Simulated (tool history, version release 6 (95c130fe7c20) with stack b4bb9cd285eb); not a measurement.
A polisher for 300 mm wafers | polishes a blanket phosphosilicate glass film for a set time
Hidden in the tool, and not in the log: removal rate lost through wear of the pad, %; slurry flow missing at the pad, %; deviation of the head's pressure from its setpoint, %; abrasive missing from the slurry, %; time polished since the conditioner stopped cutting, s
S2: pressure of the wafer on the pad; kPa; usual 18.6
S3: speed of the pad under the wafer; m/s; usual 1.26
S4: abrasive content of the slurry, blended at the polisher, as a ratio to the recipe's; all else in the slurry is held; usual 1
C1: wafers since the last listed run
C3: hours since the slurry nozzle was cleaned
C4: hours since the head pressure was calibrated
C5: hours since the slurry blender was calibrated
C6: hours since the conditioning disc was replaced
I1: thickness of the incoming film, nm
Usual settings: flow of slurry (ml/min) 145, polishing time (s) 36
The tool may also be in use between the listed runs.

{"run": 1, "hour": 0.0, "flow of slurry (ml/min)": 145, "S2": 22.8, "S3": 1.26, "S4": 1, "polishing time (s)": 29, "C1": 0, "wafers polished on this pad": 2664, "C3": 66, "C4": 343.7, "C5": 354.6, "C6": 117.5, "I1": 4176.6, "film removed (Å)": 2358}
{"hour": 19.6, "done": "worn pad replaced by a new one"}
{"run": 2, "hour": 44.6, "flow of slurry (ml/min)": 145, "S2": 18.6, "S3": 1.26, "S4": 1, "polishing time (s)": 36, "C1": 276, "wafers polished on this pad": 169, "C3": 110.6, "C4": 388.3, "C5": 399.2, "C6": 162.1, "I1": 4148, "film removed (Å)": 2340}
{"hour": 50.0, "done": "slurry blender recalibrated"}
{"run": 3, "hour": 126.9, "flow of slurry (ml/min)": 145, "S2": 18.6, "S3": 1.26, "S4": 0.9, "polishing time (s)": 36, "C1": 546, "wafers polished on this pad": 715, "C3": 192.9, "C4": 470.6, "C5": 76.9, "C6": 244.4, "I1": 4135.1, "film removed (Å)": 2483}
{"run": 4, "hour": 200.8, "flow of slurry (ml/min)": 145, "S2": 18.6, "S3": 1.26, "S4": 0.9, "polishing time (s)": 36, "C1": 502, "wafers polished on this pad": 1218, "C3": 266.8, "C4": 544.5, "C5": 150.8, "C6": 318.3, "I1": 4166.6, "film removed (Å)": 2397}
{"hour": 244.4, "done": "conditioning disc replaced and pad reconditioned"}
{"run": 5, "hour": 288.8, "flow of slurry (ml/min)": 145, "S2": 18.6, "S3": 1.26, "S4": 0.9, "polishing time (s)": 36, "C1": 584, "wafers polished on this pad": 1803, "C3": 354.8, "C4": 632.5, "C5": 238.8, "C6": 44.4, "I1": 4096.5, "film removed (Å)": 2359}
{"run": 6, "hour": 372.5, "flow of slurry (ml/min)": 145, "S2": 18.6, "S3": 1.26, "S4": 1, "polishing time (s)": 36, "C1": 569, "wafers polished on this pad": 2372, "C3": 438.5, "C4": 716.2, "C5": 322.5, "C6": 128.1, "I1": 4098.5, "film removed (Å)": 2317}
{"hour": 386.7, "done": "slurry blender recalibrated"}
{"hour": 390.9, "done": "slurry nozzle cleaned"}
{"hour": 440.5, "done": "worn pad replaced by a new one"}
{"run": 7, "hour": 473.0, "flow of slurry (ml/min)": 145, "S2": 15.9, "S3": 1.26, "S4": 1, "polishing time (s)": 36, "C1": 635, "wafers polished on this pad": 220, "C3": 82.1, "C4": 816.7, "C5": 86.3, "C6": 228.6, "I1": 4139.3, "film removed (Å)": 2188}
{"run": 8, "hour": 551.1, "flow of slurry (ml/min)": 145, "S2": 15.9, "S3": 1.26, "S4": 1, "polishing time (s)": 36, "C1": 531, "wafers polished on this pad": 751, "C3": 160.2, "C4": 894.8, "C5": 164.4, "C6": 306.7, "I1": 4212.6, "film removed (Å)": 2156}
{"run": 9, "hour": 608.9, "flow of slurry (ml/min)": 145, "S2": 15.9, "S3": 1.26, "S4": 1, "polishing time (s)": 36, "C1": 393, "wafers polished on this pad": 1144, "C3": 218, "C4": 952.6, "C5": 222.2, "C6": 364.5, "I1": 4150.4, "film removed (Å)": 2089}
{"hour": 636.3, "done": "conditioning disc replaced and pad reconditioned"}
{"run": 10, "hour": 688.7, "flow of slurry (ml/min)": 145, "S2": 18.6, "S3": 1.26, "S4": 1, "polishing time (s)": 36, "C1": 529, "wafers polished on this pad": 1674, "C3": 297.8, "C4": 1032.4, "C5": 302, "C6": 52.4, "I1": 4093.1, "film removed (Å)": 2283}
{"run": 11, "hour": 756.2, "flow of slurry (ml/min)": 145, "S2": 18.6, "S3": 1.26, "S4": 1, "polishing time (s)": 36, "C1": 459, "wafers polished on this pad": 2133, "C3": 365.3, "C4": 1099.9, "C5": 369.5, "C6": 119.9, "I1": 4155.4, "film removed (Å)": 2200}
{"hour": 791.8, "done": "slurry blender recalibrated"}
{"hour": 825.4, "done": "slurry nozzle cleaned"}
{"run": 12, "hour": 852.5, "flow of slurry (ml/min)": 145, "S2": 18.6, "S3": 1.26, "S4": 0.9, "polishing time (s)": 36, "C1": 634, "wafers polished on this pad": 2767, "C3": 27.1, "C4": 1196.2, "C5": 60.7, "C6": 216.2, "I1": 4172.8, "film removed (Å)": 2296}
{"hour": 854.6, "done": "head pressure recalibrated"}
{"hour": 863.6, "done": "worn pad replaced by a new one"}
{"run": 13, "hour": 929.4, "flow of slurry (ml/min)": 180, "S2": 18.6, "S3": 0.92, "S4": 1.25, "polishing time (s)": 36, "C1": 482, "wafers polished on this pad": 447, "C3": 104, "C4": 74.8, "C5": 137.6, "C6": 293.1, "I1": 4216.4, "film removed (Å)": 2685}
{"hour": 983.8, "done": "conditioning disc replaced and pad reconditioned"}
{"run": 14, "hour": 1001.7, "flow of slurry (ml/min)": 145, "S2": 14.5, "S3": 1.02, "S4": 1, "polishing time (s)": 36, "C1": 478, "wafers polished on this pad": 925, "C3": 176.3, "C4": 147.1, "C5": 209.9, "C6": 17.9, "I1": 4204.9, "film removed (Å)": 1852}
{"run": 15, "hour": 1061.3, "flow of slurry (ml/min)": 125, "S2": 18.6, "S3": 1.26, "S4": 1, "polishing time (s)": 36, "C1": 405, "wafers polished on this pad": 1331, "C3": 235.9, "C4": 206.7, "C5": 269.5, "C6": 77.5, "I1": 4163.8, "film removed (Å)": 2597}
{"hour": 1161.0, "done": "slurry blender recalibrated"}
{"run": 16, "hour": 1167.0, "flow of slurry (ml/min)": 180, "S2": 13.1, "S3": 1.26, "S4": 0.75, "polishing time (s)": 23, "C1": 705, "wafers polished on this pad": 2036, "C3": 341.6, "C4": 312.4, "C5": 6, "C6": 183.2, "I1": 4106.2, "film removed (Å)": 1028}
{"hour": 1198.6, "done": "worn pad replaced by a new one"}
{"run": 17, "hour": 1215.0, "flow of slurry (ml/min)": 145, "S2": 13.8, "S3": 1, "S4": 1.15, "polishing time (s)": 41, "C1": 299, "wafers polished on this pad": 111, "C3": 389.6, "C4": 360.4, "C5": 54, "C6": 231.2, "I1": 4117.9, "film removed (Å)": 2145}
{"hour": 1283.6, "done": "slurry nozzle cleaned"}
{"run": 18, "hour": 1312.1, "flow of slurry (ml/min)": 190, "S2": 16.5, "S3": 1.26, "S4": 1, "polishing time (s)": 36, "C1": 653, "wafers polished on this pad": 764, "C3": 28.5, "C4": 457.5, "C5": 151.1, "C6": 328.3, "I1": 4163, "film removed (Å)": 2582}
{"run": 19, "hour": 1374.8, "flow of slurry (ml/min)": 145, "S2": 21.4, "S3": 1.26, "S4": 1, "polishing time (s)": 36, "C1": 426, "wafers polished on this pad": 1191, "C3": 91.2, "C4": 520.2, "C5": 213.8, "C6": 391, "I1": 4224.9, "film removed (Å)": 3028}
{"hour": 1389.3, "done": "conditioning disc replaced and pad reconditioned"}
{"run": 20, "hour": 1412.0, "flow of slurry (ml/min)": 145, "S2": 18.6, "S3": 1.26, "S4": 1, "polishing time (s)": 36, "C1": 239, "wafers polished on this pad": 1430, "C3": 128.4, "C4": 557.4, "C5": 251, "C6": 22.7, "I1": 4229.9, "film removed (Å)": 2543}
{"run": 21, "hour": 1507.1, "flow of slurry (ml/min)": 165, "S2": 18.6, "S3": 1.26, "S4": 1, "polishing time (s)": 28, "C1": 646, "wafers polished on this pad": 2077, "C3": 223.5, "C4": 652.5, "C5": 346.1, "C6": 117.8, "I1": 4189.3, "film removed (Å)": 1919}
{"hour": 1557.5, "done": "slurry blender recalibrated"}
{"hour": 1590.8, "done": "worn pad replaced by a new one"}
{"run": 22, "hour": 1592.4, "flow of slurry (ml/min)": 145, "S2": 18.6, "S3": 1.26, "S4": 1, "polishing time (s)": 36, "C1": 539, "wafers polished on this pad": 10, "C3": 308.8, "C4": 737.8, "C5": 34.9, "C6": 203.1, "I1": 4215, "film removed (Å)": 2689}
{"run": 23, "hour": 1673.2, "flow of slurry (ml/min)": 145, "S2": 18.6, "S3": 1.26, "S4": 0.8, "polishing time (s)": 36, "C1": 549, "wafers polished on this pad": 560, "C3": 389.6, "C4": 818.6, "C5": 115.7, "C6": 283.9, "I1": 4224.9, "film removed (Å)": 2175}
{"hour": 1723.8, "done": "slurry nozzle cleaned"}
{"hour": 1748.4, "done": "conditioning disc replaced and pad reconditioned"}
{"run": 24, "hour": 1752.5, "flow of slurry (ml/min)": 145, "S2": 18.6, "S3": 1.26, "S4": 1.1, "polishing time (s)": 36, "C1": 518, "wafers polished on this pad": 1079, "C3": 28.7, "C4": 897.9, "C5": 195, "C6": 4.1, "I1": 4133.8, "film removed (Å)": 2696}

5 ways to go on from here, each from the tool as it stands after run 24. What would each give?
{"run": "A", "hour": 1752.9, "flow of slurry (ml/min)": 145, "S2": 18.6, "S3": 1.26, "S4": 1, "polishing time (s)": 36, "C1": 2, "wafers polished on this pad": 1082, "C3": 29.1, "C4": 898.3, "C5": 195.4, "C6": 4.5, "I1": 4175.2, "film removed (Å)": "?"}
{"run": "B", "hour": 1752.9, "flow of slurry (ml/min)": 130, "S2": 21.4, "S3": 1.26, "S4": 1.25, "polishing time (s)": 27, "C1": 2, "wafers polished on this pad": 1082, "C3": 29.1, "C4": 898.3, "C5": 195.4, "C6": 4.5, "I1": 4175.2, "film removed (Å)": "?"}
{"run": "C", "hour": 1752.9, "flow of slurry (ml/min)": 145, "S2": 13.8, "S3": 1.26, "S4": 1, "polishing time (s)": 36, "C1": 2, "wafers polished on this pad": 1082, "C3": 29.1, "C4": 898.3, "C5": 195.4, "C6": 4.5, "I1": 4175.2, "film removed (Å)": "?"}
{"run": "D", "hour": 1752.9, "flow of slurry (ml/min)": 185, "S2": 18.6, "S3": 1.26, "S4": 0.75, "polishing time (s)": 36, "C1": 2, "wafers polished on this pad": 1082, "C3": 29.1, "C4": 898.3, "C5": 195.4, "C6": 4.5, "I1": 4175.2, "film removed (Å)": "?"}
{"run": "E", "hour": 1752.9, "flow of slurry (ml/min)": 145, "S2": 13.8, "S3": 1.26, "S4": 1.25, "polishing time (s)": 36, "C1": 2, "wafers polished on this pad": 1082, "C3": 29.1, "C4": 898.3, "C5": 195.4, "C6": 4.5, "I1": 4175.2, "film removed (Å)": "?"}

run=A film_removed_(Å)=2644
run=B film_removed_(Å)=2552
run=C film_removed_(Å)=1959
run=D film_removed_(Å)=2157
run=E film_removed_(Å)=2246
Without the tool's hidden state the same runs would have given:
run=A film_removed_(Å)=2987
run=B film_removed_(Å)=2866
run=C film_removed_(Å)=2213
run=D film_removed_(Å)=2458
run=E film_removed_(Å)=2523

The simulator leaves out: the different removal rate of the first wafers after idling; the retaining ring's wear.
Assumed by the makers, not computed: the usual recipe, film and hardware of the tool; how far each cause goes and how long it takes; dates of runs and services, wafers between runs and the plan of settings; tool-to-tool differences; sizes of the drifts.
